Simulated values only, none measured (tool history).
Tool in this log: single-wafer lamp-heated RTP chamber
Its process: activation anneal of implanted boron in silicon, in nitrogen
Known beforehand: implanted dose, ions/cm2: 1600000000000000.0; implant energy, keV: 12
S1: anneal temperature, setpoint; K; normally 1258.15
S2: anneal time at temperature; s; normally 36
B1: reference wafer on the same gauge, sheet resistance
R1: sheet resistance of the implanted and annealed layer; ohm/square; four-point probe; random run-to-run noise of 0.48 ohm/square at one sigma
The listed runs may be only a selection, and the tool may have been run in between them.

run,hour,S1,S2,B1,R1
1,0,1273.15,48,85.92,90.95
2,35.1,1273.15,48,85.92,90.11
3,61.9,1273.15,48,85.93,90.25
4,97,1258.15,36,86.03,96.9
5,121.9,1258.15,36,85.89,96.65
6,169.6,1258.15,36,85.94,95.81
7,232.9,1258.15,36,85.96,96.2
8,263.1,1258.15,36,85.92,95.15
9,320,1258.15,36,85.98,95.41
10,352.3,1258.15,36,85.87,95.55
11,393.8,1258.15,36,85.96,95.04
12,456.3,1258.15,36,85.88,95.18
13,512.3,1258.15,36,85.93,94.83
14,542.8,1282.15,44,85.9,85.33
15,580.4,1284.15,43,85.82,85.38
16,634,1282.15,36,86.15,86.25
17,680.9,1269.15,53,85.96,88.12
# hour 699.5: pyrometer window cleaned and pyrometer calibrated
# hour 738.3: gauge calibrated
18,750,1271.15,17,85.97,98.18
19,809.3,1266.15,26,86.03,96.58
20,849.4,1258.15,36,85.99,98.01
# hour 948.2: reflector plate cleaned
21,950.6,1258.15,36,85.97,96.53
22,1021,1282.15,36,86,86.86
23,1079.9,1229.15,27,85.94,114.83
24,1105.1,1258.15,36,85.92,95.55
25,1167.5,1279.15,42,86.07,87.38

The next listed run, before its measurement:
26,1221.6,1237.15,15,?,?

Run 26 produced B1 86.05, R1 113.07 ohm/square.
With the hidden condition absent and the run-to-run variation left alone, this run would have shown R1 123.85 ohm/square.

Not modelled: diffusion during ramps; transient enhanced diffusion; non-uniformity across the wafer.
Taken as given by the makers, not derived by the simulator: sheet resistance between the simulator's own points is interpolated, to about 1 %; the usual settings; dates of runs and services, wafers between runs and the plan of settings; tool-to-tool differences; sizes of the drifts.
